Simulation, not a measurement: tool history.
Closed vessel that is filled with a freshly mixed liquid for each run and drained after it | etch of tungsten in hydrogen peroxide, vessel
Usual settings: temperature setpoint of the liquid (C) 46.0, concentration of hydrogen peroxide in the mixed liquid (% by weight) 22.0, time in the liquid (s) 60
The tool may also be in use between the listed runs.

run   hour  temperature setpoint of the liquid (C)  concentration of hydrogen peroxide in the mixed liquid (% by weight)  time in the liquid (s)  wafers since the last listed run  hours since the thermometer was replaced  hours since the peroxide flow meter was replaced  hours since the drum of peroxide was connected  hours since the gauge calibration  read-back film thickness of the tungsten reference wafer, read on the same gauge (nm)  thickness taken off the tungsten on a monitor wafer (nm)
  1    0.0                                    46.0                                                                  27.0                      60                                 0                                     697.3                                             494.7                                           511.4                              385.2                                                                                  40.01                                                    166.68
  2   70.8                                    46.0                                                                  27.0                      60                              6289                                     768.1                                             565.5                                           582.2                              456.0                                                                                  40.02                                                    168.03
      73.2  -- thermometer replaced
  3  128.1                                    46.0                                                                  22.0                      60                              5001                                      54.9                                             622.8                                           639.5                              513.3                                                                                  39.99                                                    147.69
  4  187.2                                    46.0                                                                  22.0                      60                              5250                                     114.0                                             681.9                                           698.6                              572.4                                                                                  39.97                                                    145.93
     195.3  -- new drum of peroxide connected
  5  242.2                                    46.0                                                                  22.0                      60                              4797                                     169.0                                             736.9                                            46.9                              627.4                                                                                  39.99                                                    146.94
  6  290.8                                    46.0                                                                  22.0                      60                              4317                                     217.6                                             785.5                                            95.5                              676.0                                                                                  39.99                                                    146.67
  7  341.7                                    46.0                                                                  22.0                      60                              4521                                     268.5                                             836.4                                           146.4                              726.9                                                                                  40.00                                                    148.05
  8  391.9                                    46.0                                                                  22.0                      60                              4459                                     318.7                                             886.6                                           196.6                              777.1                                                                                  40.00                                                    149.20
     414.2  -- gauge calibrated
  9  458.1                                    46.0                                                                  22.0                      60                              5881                                     384.9                                             952.8                                           262.8                               43.9                                                                                  40.02                                                    148.26
 10  506.8                                    46.0                                                                  22.0                      60                              4326                                     433.6                                            1001.5                                           311.5                               92.6                                                                                  40.01                                                    148.70
 11  629.1                                    46.0                                                                  22.0                      60                             10865                                     555.9                                            1123.8                                           433.8                              214.9                                                                                  40.02                                                    149.35
 12  670.4                                    46.0                                                                  26.0                      60                              3669                                     597.2                                            1165.1                                           475.1                              256.2                                                                                  40.01                                                    163.12
 13  709.5                                    46.0                                                                  22.0                      60                              3473                                     636.3                                            1204.2                                           514.2                              295.3                                                                                  39.98                                                    150.80

The next listed run, before its measurement:
 14  769.6                                    37.5                                                                  24.5                      35                              5339                                     696.4                                            1264.3                                           574.3                              355.4                                                                                      ?                                                         ?

Run 14 gave read-back film thickness of the tungsten reference wafer, read on the same gauge (nm) 40.05, thickness taken off the tungsten on a monitor wafer (nm) 54.33.
Without the tool's hidden state the same run would have given thickness taken off the tungsten on a monitor wafer (nm) 52.46.

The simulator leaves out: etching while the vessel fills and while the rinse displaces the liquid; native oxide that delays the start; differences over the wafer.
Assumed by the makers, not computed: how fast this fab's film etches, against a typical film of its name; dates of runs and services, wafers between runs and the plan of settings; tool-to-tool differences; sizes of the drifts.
